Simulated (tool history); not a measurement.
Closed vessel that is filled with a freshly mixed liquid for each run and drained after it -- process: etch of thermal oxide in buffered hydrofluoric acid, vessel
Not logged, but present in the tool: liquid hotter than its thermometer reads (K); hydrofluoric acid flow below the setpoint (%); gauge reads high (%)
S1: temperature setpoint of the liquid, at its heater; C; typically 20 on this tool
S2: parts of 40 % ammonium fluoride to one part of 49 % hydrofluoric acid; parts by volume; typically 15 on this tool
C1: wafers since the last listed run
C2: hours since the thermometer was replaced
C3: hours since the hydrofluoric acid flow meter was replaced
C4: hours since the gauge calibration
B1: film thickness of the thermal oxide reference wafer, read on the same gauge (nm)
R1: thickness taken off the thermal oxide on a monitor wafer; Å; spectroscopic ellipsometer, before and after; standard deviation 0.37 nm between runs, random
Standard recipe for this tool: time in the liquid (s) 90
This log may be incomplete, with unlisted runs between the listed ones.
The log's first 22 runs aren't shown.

Run 23, hour 302.9: usual settings but S1 21.5 C, S2 10 parts by volume; C1 666; C2 96.3; C3 50.1; C4 267.2; B1 40.01. Result: R1 983.4 Å.
Run 24, hour 331.8: usual settings but S1 24.5 C, S2 18.5 parts by volume, time in the liquid (s) 35; C1 2379; C2 125.2; C3 79; C4 296.1; B1 40.01. Result: R1 248.4 Å.
Run 25, hour 340.6: usual settings but S1 23.5 C, time in the liquid (s) 35; C1 724; C2 134; C3 87.8; C4 304.9; B1 40.04. Result: R1 288.4 Å.
Run 26, hour 351.2: usual settings but S2 12.5 parts by volume; C1 872; C2 144.6; C3 98.4; C4 315.5; B1 39.97. Result: R1 726.5 Å.
Run 27, hour 357.7: usual settings; C1 535; C2 151.1; C3 104.9; C4 322; B1 40.02. Result: R1 603.7 Å.
Run 28, hour 367.5: usual settings; C1 806; C2 160.9; C3 114.7; C4 331.8; B1 40. Result: R1 608.7 Å.
Run 29, hour 377.2: usual settings but S1 23 C, S2 18.5 parts by volume, time in the liquid (s) 115; C1 798; C2 170.6; C3 124.4; C4 341.5; B1 40. Result: R1 752.2 Å.
Run 30, hour 394: usual settings but S2 16.5 parts by volume; C1 1383; C2 187.4; C3 141.2; C4 358.3; B1 39.98. Result: R1 546.4 Å.
At hour 401.3: hydrofluoric acid flow meter replaced, repeated, since the last time left the tool worse.
Run 31, hour 401.7: usual settings but S1 17 C, S2 20.5 parts by volume; C1 551; C2 195.1; C3 0.4; C4 366; B1 39.98. Result: R1 417.1 Å.
Run 32, hour 415.6: usual settings but S2 13 parts by volume, time in the liquid (s) 50; C1 1144; C2 209; C3 14.3; C4 379.9; B1 39.99. Result: R1 423.8 Å.
Run 33, hour 433: usual settings but S1 18.5 C, time in the liquid (s) 55; C1 1432; C2 226.4; C3 31.7; C4 397.3; B1 39.98. Result: R1 371 Å.

Predict each of these 4 candidate next runs independently; none follows another, all start after run 33:
Run A, hour 433.7: usual settings but S1 24 C; C1 57; C2 227.1; C3 32.4; C4 398; B1 ?. Result: R1 ?.
Run B, hour 433.7: usual settings but S1 17 C, S2 17 parts by volume, time in the liquid (s) 135; C1 57; C2 227.1; C3 32.4; C4 398; B1 ?. Result: R1 ?.
Run C, hour 433.7: usual settings but time in the liquid (s) 40; C1 57; C2 227.1; C3 32.4; C4 398; B1 ?. Result: R1 ?.
Run D, hour 433.7: usual settings but S2 10 parts by volume; C1 57; C2 227.1; C3 32.4; C4 398; B1 ?. Result: R1 ?.

run     B1     R1
  A  39.98  820.4
  B  39.98  735.5
  C  39.98  292.2
  D  39.98  977.8
The same runs, with their run-to-run variation unchanged, on a tool lacking any hidden condition would have given:
run     R1
  A  833.1
  B    747
  C  296.8
  D  992.9

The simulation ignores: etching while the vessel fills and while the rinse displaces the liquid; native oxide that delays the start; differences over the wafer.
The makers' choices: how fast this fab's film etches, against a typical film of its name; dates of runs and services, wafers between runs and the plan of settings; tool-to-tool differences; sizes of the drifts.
